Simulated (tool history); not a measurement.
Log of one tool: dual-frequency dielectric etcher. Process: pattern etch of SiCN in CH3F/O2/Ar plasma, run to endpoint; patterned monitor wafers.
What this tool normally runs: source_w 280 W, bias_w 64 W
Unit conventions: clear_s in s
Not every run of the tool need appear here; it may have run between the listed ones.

| run | hour | source_w | bias_w | incoming incoming film thickness, nm | clear_s |
|---|---|---|---|---|---|
| 1 | 0.0 | 280 | 64 | 12.08 | 37.4 |
| 2 | 49.7 | 280 | 64 | 11.98 | 37.5 |
| 3 | 90.9 | 280 | 64 | 12.04 | 38.1 |
| 4 | 115.1 | 280 | 58 | 11.97 | 38.7 |
| 5 | 150.5 | 320 | 64 | 12.10 | 36.0 |
| 6 | 188.4 | 240 | 75 | 12.11 | 39.2 |
| 7 | 221.6 | 280 | 59 | 12.15 | 39.5 |
| 8 | 277.9 | 280 | 56 | 12.14 | 40.3 |
| 9 | 347.8 | 280 | 56 | 12.33 | 41.4 |
| 10 | 382.5 | 280 | 56 | 12.15 | 40.7 |
|  | 409.6 | wet clean of the chamber |
| 11 | 443.9 | 280 | 64 | 12.15 | 37.1 |
| 12 | 514.3 | 280 | 64 | 12.08 | 37.4 |
|  | 560.7 | upper electrode replaced |
| 13 | 562.3 | 280 | 53 | 12.14 | 39.8 |
|  | 615.7 | bias power generator calibrated |
| 14 | 626.5 | 280 | 53 | 12.06 | 40.2 |
| 15 | 720.4 | 280 | 64 | 12.02 | 37.9 |
| 16 | 764.8 | 330 | 50 | 12.16 | 38.2 |
| 17 | 797.4 | 340 | 52 | 11.93 | 36.9 |
| 18 | 824.3 | 320 | 74 | 12.05 | 34.8 |
| 19 | 869.0 | 340 | 64 | 12.21 | 35.8 |
|  | 912.9 | wet clean of the chamber |
| 20 | 935.7 | 220 | 64 | 11.99 | 41.0 |
| 21 | 1048.0 | 220 | 75 | 12.12 | 39.7 |
| 22 | 1107.8 | 330 | 79 | 12.04 | 32.9 |
| 23 | 1138.2 | 280 | 64 | 12.01 | 37.6 |
| 24 | 1195.1 | 210 | 69 | 12.08 | 42.2 |
|  | 1210.7 | source power generator calibrated |
| 25 | 1240.4 | 280 | 64 | 12.28 | 39.3 |
| 26 | 1288.6 | 220 | 58 | 11.99 | 43.9 |
| 27 | 1352.0 | 280 | 64 | 12.09 | 38.6 |
| 28 | 1391.1 | 230 | 73 | 12.06 | 40.6 |
|  | 1418.8 | wet clean of the chamber |
| 29 | 1437.0 | 280 | 71 | 12.11 | 35.8 |
| 30 | 1466.0 | 210 | 55 | 11.95 | 43.7 |
| 31 | 1521.6 | 260 | 58 | 12.03 | 39.3 |

Here are 3 independent what-if runs from the current tool condition. What would each one return?
| A | 1522.0 | 280 | 64 | 12.03 | ? |
| B | 1522.0 | 340 | 49 | 12.03 | ? |
| C | 1522.0 | 350 | 75 | 12.03 | ? |

| run | clear_s |
|---|---|
| A | 36.9 |
| B | 36.5 |
| C | 31.9 |
Stripped of hidden state, with their random variation kept, the same runs would have yielded:
| run | clear_s |
|---|---|
| A | 36.6 |
| B | 36.2 |
| C | 31.7 |

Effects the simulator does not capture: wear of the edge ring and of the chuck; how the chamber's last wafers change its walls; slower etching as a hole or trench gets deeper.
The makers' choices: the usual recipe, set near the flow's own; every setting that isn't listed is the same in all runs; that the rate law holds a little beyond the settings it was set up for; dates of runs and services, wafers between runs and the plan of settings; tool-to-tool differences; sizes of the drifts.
